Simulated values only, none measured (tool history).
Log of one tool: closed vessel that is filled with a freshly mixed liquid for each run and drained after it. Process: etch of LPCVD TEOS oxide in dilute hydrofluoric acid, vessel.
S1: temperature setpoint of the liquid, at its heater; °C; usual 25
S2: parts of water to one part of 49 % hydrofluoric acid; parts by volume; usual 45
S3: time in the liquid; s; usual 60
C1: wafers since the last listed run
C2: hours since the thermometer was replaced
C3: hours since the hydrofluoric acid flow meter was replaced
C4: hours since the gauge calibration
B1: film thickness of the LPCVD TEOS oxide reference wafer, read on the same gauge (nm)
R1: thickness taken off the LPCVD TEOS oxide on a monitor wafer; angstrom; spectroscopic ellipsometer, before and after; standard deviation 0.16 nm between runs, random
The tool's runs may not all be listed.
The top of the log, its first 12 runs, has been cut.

Run 13, hour 151.7: usual settings but S1 22 °C; C1 818; C2 136.8; C3 40.3; C4 384; B1 90. Result: R1 398.1 angstrom.
Run 14, hour 160.5: usual settings but S3 30 s; C1 545; C2 145.6; C3 49.1; C4 392.8; B1 90.01. Result: R1 226.1 angstrom.
Run 15, hour 177.4: usual settings but S1 22.5 °C; C1 1048; C2 162.5; C3 66; C4 409.7; B1 89.99. Result: R1 407.2 angstrom.
Run 16, hour 193: usual settings; C1 967; C2 178.1; C3 81.6; C4 425.3; B1 90. Result: R1 450.6 angstrom.
Run 17, hour 216: usual settings but S1 30 °C, S2 35 parts by volume, S3 45 s; C1 1426; C2 201.1; C3 104.6; C4 448.3; B1 90. Result: R1 543 angstrom.
Run 18, hour 222.8: usual settings but S3 75 s; C1 421; C2 207.9; C3 111.4; C4 455.1; B1 90. Result: R1 564.8 angstrom.
Run 19, hour 236.1: usual settings but S1 28.5 °C, S3 30 s; C1 825; C2 221.2; C3 124.7; C4 468.4; B1 90.01. Result: R1 260.6 angstrom.
Run 20, hour 247.6: usual settings; C1 713; C2 232.7; C3 136.2; C4 479.9; B1 89.99. Result: R1 453.6 angstrom.
Run 21, hour 253.7: usual settings but S1 28 °C, S2 55 parts by volume, S3 35 s; C1 378; C2 238.8; C3 142.3; C4 486; B1 90.01. Result: R1 241.1 angstrom.
At hour 267.8: gauge calibrated.
Run 22, hour 271.1: usual settings; C1 1079; C2 256.2; C3 159.7; C4 3.3; B1 90.01. Result: R1 454.7 angstrom.
Run 23, hour 277.8: usual settings but S2 25 parts by volume, S3 85 s; C1 415; C2 262.9; C3 166.4; C4 10; B1 90.01. Result: R1 1187.4 angstrom.
Run 24, hour 289.4: usual settings but S1 23.5 °C, S2 40 parts by volume; C1 719; C2 274.5; C3 178; C4 21.6; B1 90.02. Result: R1 484 angstrom.
Run 25, hour 295.5: usual settings but S1 28 °C, S2 60 parts by volume; C1 378; C2 280.6; C3 184.1; C4 27.7; B1 90. Result: R1 376.7 angstrom.
Run 26, hour 304.8: usual settings; C1 576; C2 289.9; C3 193.4; C4 37; B1 90.02. Result: R1 455.5 angstrom.
Run 27, hour 313.4: usual settings but S1 22 °C, S2 55 parts by volume, S3 30 s; C1 533; C2 298.5; C3 202; C4 45.6; B1 90.01. Result: R1 162.6 angstrom.
Run 28, hour 322.4: usual settings but S1 26.5 °C, S2 30 parts by volume, S3 35 s; C1 558; C2 307.5; C3 211; C4 54.6; B1 90.01. Result: R1 433.3 angstrom.
Run 29, hour 338.2: usual settings but S1 20.5 °C, S2 50 parts by volume, S3 30 s; C1 980; C2 323.3; C3 226.8; C4 70.4; B1 89.99. Result: R1 167.7 angstrom.
Run 30, hour 368.8: usual settings but S1 29 °C; C1 1898; C2 353.9; C3 257.4; C4 101; B1 90.01. Result: R1 537.7 angstrom.

For run 31, what comes out?
Run 31, hour 382.1: usual settings but S1 29 °C, S2 25 parts by volume, S3 95 s; C1 825; C2 367.2; C3 270.7; C4 114.3; B1 ?. Result: R1 ?.

Run 31 yielded B1 89.99, R1 1576.7 angstrom.
With no hidden state in the tool, this same run would have given R1 1553.1 angstrom.
